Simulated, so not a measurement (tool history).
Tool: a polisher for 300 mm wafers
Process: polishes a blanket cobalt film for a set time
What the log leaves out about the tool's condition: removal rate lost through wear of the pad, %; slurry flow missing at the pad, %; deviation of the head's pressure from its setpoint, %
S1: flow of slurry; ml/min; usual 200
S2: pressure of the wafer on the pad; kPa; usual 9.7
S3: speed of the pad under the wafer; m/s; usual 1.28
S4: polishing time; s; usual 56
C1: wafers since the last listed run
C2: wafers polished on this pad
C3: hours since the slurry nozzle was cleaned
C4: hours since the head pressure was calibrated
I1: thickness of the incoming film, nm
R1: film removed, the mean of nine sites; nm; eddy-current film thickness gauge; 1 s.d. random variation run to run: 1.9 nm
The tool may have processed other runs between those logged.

run,day,S1,S2,S3,S4,C1,C2,C3,C4,I1,R1
1,0,200,9.7,1.04,46,0,1070,36.3,578.4,715.3,202.1
# day 1.262: worn pad replaced by a new one
2,1.396,200,9.7,1.28,56,260,27,69.8,611.9,711.9,302.6
3,1.921,200,9.7,1.28,56,111,139,82.4,624.5,707.2,300.7
4,3.038,200,9.7,1.28,56,236,376,109.2,651.3,721.4,298.9
5,4.388,200,9.7,1.28,56,286,662,141.6,683.7,714.5,296.7
6,5.133,200,9.7,1.28,56,158,820,159.5,701.6,728.9,293.3
7,6.404,200,9.7,1.28,56,269,1090,190,732.1,716.7,294.6
8,7.771,200,9.7,1.28,56,289,1379,222.8,764.9,720,291.5
# day 8.025: worn pad replaced by a new one
9,9.15,200,12.4,1.28,56,257,238,255.9,798,723.8,376.8
10,10.133,200,7.6,1.28,56,208,446,279.5,821.6,708.7,232.5
11,10.842,200,7.6,1.28,56,150,597,296.5,838.6,730.4,232.9
12,12.179,200,7.6,1.28,56,283,880,328.6,870.7,722.8,233.5
# day 12.992: head pressure recalibrated
13,13.325,250,11,1.12,56,225,1106,356.1,8,723.7,301.3
14,14.233,160,13.1,1.28,75,192,1298,377.9,29.8,714,498.6
# day 15.492: worn pad replaced by a new one
15,15.512,200,9.7,1.28,56,235,4,408.6,60.5,716.4,293.3
16,16.771,165,8.3,1.46,56,266,271,438.8,90.7,708.5,273.8
# day 17.458: slurry nozzle cleaned
17,17.612,200,11,1.28,56,169,441,3.7,110.9,717,353.1
18,18.271,265,11,0.96,62,139,580,19.5,126.7,728.8,295.7
19,19.025,200,9.7,1.28,56,159,740,37.6,144.8,721.3,303.7
20,19.938,170,6.9,1.28,56,193,934,59.5,166.7,706.7,210.7
21,20.75,245,8.3,1,48,172,1106,79,186.2,724.2,180.7
# day 21.788: worn pad replaced by a new one
22,21.846,200,9.7,1.28,44,197,12,105.3,212.5,728.4,235.7
23,22.938,200,9.7,1.28,56,231,243,131.5,238.7,717.1,296.8
24,23.854,200,9.7,1.7,71,194,438,153.5,260.7,718.9,499.2

Below are 3 alternative next runs, each starting from the tool's condition after run 24. Predict each:
A,23.871,200,9.7,1.28,56,3,441,153.9,261.1,733.7,?
B,23.871,200,9.7,1.28,40,3,441,153.9,261.1,733.7,?
C,23.871,225,9.7,1.28,56,3,441,153.9,261.1,733.7,?

run,R1
A,297.9
B,212.8
C,303.9
With no hidden state in the tool, these same runs would have given:
run,R1
A,307.7
B,219.8
C,312.7
